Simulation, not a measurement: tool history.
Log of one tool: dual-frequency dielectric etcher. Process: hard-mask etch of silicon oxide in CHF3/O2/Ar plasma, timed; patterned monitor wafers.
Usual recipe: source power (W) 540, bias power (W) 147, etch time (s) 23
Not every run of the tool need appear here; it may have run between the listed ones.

run	hour	source power (W)	bias power (W)	etch time (s)	wafers since the last listed run	hours since the last wet clean	hours since the last source power generator calibration	hours since the last bias power generator calibration	hours since the last upper electrode change	hours since the gauge calibration	read-back reference wafer on the same gauge, depth_nm	mean etch depth across the wafer (nm)
1	0	540	147	23	0	153.4	2661.7	4981.8	5463	1399.8	46.4	39.46
2	30.6	540	147	23	720	184	2692.3	5012.4	5493.6	1430.4	46.52	39.76
# hour 106.3: upper electrode replaced
# hour 146.8: bias power generator calibrated
3	236.7	540	147	23	4193	390.1	2898.4	89.9	130.4	1636.5	46.31	39.5
4	298.3	540	147	23	1450	451.7	2960	151.5	192	1698.1	46.2	39.63
# hour 336.2: wet clean of the chamber
# hour 351.3: source power generator calibrated
5	351.7	540	147	23	598	15.5	0.4	204.9	245.4	1751.5	46.23	39.32
6	379.4	540	147	23	652	43.2	28.1	232.6	273.1	1779.2	46.33	39.7
7	441.8	540	147	23	1469	105.6	90.5	295	335.5	1841.6	46.24	39.64
8	490.7	470	160	23	1151	154.5	139.4	343.9	384.4	1890.5	46.29	38.65
9	534.5	540	176	23	1031	198.3	183.2	387.7	428.2	1934.3	46.27	42.27
# hour 570.2: gauge calibrated
10	575.8	540	147	23	972	239.6	224.5	429	469.5	5.6	50.6	42.98
11	603.3	540	147	23	647	267.1	252	456.5	497	33.1	50.38	43.3
12	653.2	480	147	23	1174	317	301.9	506.4	546.9	83	50.06	40.56
13	716.4	540	129	18	1488	380.2	365.1	569.6	610.1	146.2	49.83	31.52
# hour 746.6: wet clean of the chamber
14	749.7	540	126	23	218	3.1	398.4	602.9	643.4	179.5	49.68	39.84
15	814	630	170	26	1514	67.4	462.7	667.2	707.7	243.8	49.37	52.32
16	843.5	540	147	23	694	96.9	492.2	696.7	737.2	273.3	49.18	42.31
17	869.9	410	113	26.5	621	123.3	518.6	723.1	763.6	299.7	49	39.96
18	931.4	610	164	27.5	1448	184.8	580.1	784.6	825.1	361.2	48.82	53.73
19	977.6	540	147	23	1087	231	626.3	830.8	871.3	407.4	48.74	41.48
20	1003.3	600	147	27.5	605	256.7	652	856.5	897	433.1	48.6	51.14

Forecast run 21:
21	1035.2	540	147	23	751	288.6	683.9	888.4	928.9	465	?	?

{"run 21": {"read-back reference wafer on the same gauge, depth_nm": 48.53, "mean etch depth across the wafer (nm)": 41.57}}
If the tool had no hidden condition, the same run with the same run-to-run variation would have returned mean etch depth across the wafer (nm) 43.44.
